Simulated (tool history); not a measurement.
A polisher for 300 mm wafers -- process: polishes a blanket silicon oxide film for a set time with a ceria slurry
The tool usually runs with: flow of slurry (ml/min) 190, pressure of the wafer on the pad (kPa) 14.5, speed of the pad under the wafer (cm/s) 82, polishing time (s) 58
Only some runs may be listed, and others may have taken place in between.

run	hour	flow of slurry (ml/min)	pressure of the wafer on the pad (kPa)	speed of the pad under the wafer (cm/s)	polishing time (s)	incoming thickness of the incoming film, nm	film removed (nm)
1	0	190	14.5	70	58	1690.8	114.2
2	33.1	165	14.5	82	58	1709.9	128.5
3	50.5	165	14.5	82	58	1692.8	128.6
4	76	190	14.5	74	58	1717.8	117.6
5	102.9	190	14.5	74	58	1671.4	118.3
# hour 111.5: worn pad replaced by a new one
6	138.6	190	14.5	74	58	1685.3	117.2
# hour 174.6: slurry nozzle cleaned
7	175.1	190	12.4	82	58	1701.4	116.3
8	207.9	190	12.4	82	58	1683.1	116.6
# hour 217.6: worn pad replaced by a new one
9	242.2	190	12.4	82	58	1701.1	116.9
10	268.6	190	14.5	82	68	1695.2	158.1
11	299.2	190	14.5	82	58	1690.7	136.8
12	318.7	190	14.5	82	68	1692.1	157.2
# hour 327: worn pad replaced by a new one
# hour 333.3: head pressure recalibrated
13	339.3	190	14.5	56	58	1703.7	83.1
14	352	155	17.9	66	71	1677.1	142
15	386	235	14.5	82	58	1692.7	123.8
16	417.3	190	14.5	82	74	1682.1	151.5
# hour 429.6: worn pad replaced by a new one
17	435.3	130	14.5	82	58	1688.1	106.1
# hour 462.4: slurry nozzle cleaned
18	467.2	210	12.4	56	77	1715.4	100.3
19	501.7	190	14.5	82	58	1700	129.4
20	537	190	14.5	82	58	1675.3	127.3
# hour 549.4: worn pad replaced by a new one
21	551.2	190	10.3	94	58	1670.3	107.4

3 ways to go on from here, each from the tool as it stands after run 21. What would each give?
A	551.6	190	14.5	82	58	1702.5	?
B	551.6	190	17.9	108	58	1702.5	?
C	551.6	255	14.5	82	72	1702.5	?

run	film removed (nm)
A	130.7
B	213.1
C	169
Without the tool's unlogged condition, the same runs would have read:
run	film removed (nm)
A	122.2
B	199.3
C	157.7
